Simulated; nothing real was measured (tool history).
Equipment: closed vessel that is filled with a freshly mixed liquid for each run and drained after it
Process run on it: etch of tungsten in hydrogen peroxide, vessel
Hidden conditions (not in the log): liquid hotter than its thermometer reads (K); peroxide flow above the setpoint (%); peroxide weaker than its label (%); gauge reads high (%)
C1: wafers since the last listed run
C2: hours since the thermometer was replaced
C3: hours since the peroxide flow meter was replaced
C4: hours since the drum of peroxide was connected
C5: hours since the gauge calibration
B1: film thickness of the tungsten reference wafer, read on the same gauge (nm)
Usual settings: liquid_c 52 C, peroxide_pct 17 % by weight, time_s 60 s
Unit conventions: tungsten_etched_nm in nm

run 1 hour=0 | liquid_c=52 peroxide_pct=17 time_s=60 | C1=0 C2=1818.6 C3=1374.3 C4=435.4 C5=175.7 | B1=40.01 | tungsten_etched_nm=92.62
run 2 hour=24.8 | liquid_c=52 peroxide_pct=17 time_s=60 | C1=3374 C2=1843.4 C3=1399.1 C4=460.2 C5=200.5 | B1=40 | tungsten_etched_nm=91.57
run 3 hour=39.2 | liquid_c=52 peroxide_pct=17 time_s=60 | C1=1959 C2=1857.8 C3=1413.5 C4=474.6 C5=214.9 | B1=40 | tungsten_etched_nm=90.76
run 4 hour=56 | liquid_c=52 peroxide_pct=17 time_s=60 | C1=2285 C2=1874.6 C3=1430.3 C4=491.4 C5=231.7 | B1=40 | tungsten_etched_nm=92.31
run 5 hour=85.2 | liquid_c=52 peroxide_pct=17 time_s=60 | C1=3973 C2=1903.8 C3=1459.5 C4=520.6 C5=260.9 | B1=40.01 | tungsten_etched_nm=90.72
run 6 hour=115.8 | liquid_c=52 peroxide_pct=17 time_s=60 | C1=4163 C2=1934.4 C3=1490.1 C4=551.2 C5=291.5 | B1=39.98 | tungsten_etched_nm=91.51
-- hour=123.6 new drum of peroxide connected
run 7 hour=143.6 | liquid_c=52 peroxide_pct=17 time_s=60 | C1=3646 C2=1962.2 C3=1517.9 C4=20 C5=319.3 | B1=39.99 | tungsten_etched_nm=94.9

Run 8 is up next; what results do you expect?
run 8 hour=178.6 | liquid_c=61.5 peroxide_pct=13 time_s=35 | C1=4762 C2=1997.2 C3=1552.9 C4=55 C5=354.3 | B1=? | tungsten_etched_nm=?

B1: 40
tungsten_etched_nm: 84.16 nm
Without the tool's hidden state the same run would have given tungsten_etched_nm 84.61 nm.

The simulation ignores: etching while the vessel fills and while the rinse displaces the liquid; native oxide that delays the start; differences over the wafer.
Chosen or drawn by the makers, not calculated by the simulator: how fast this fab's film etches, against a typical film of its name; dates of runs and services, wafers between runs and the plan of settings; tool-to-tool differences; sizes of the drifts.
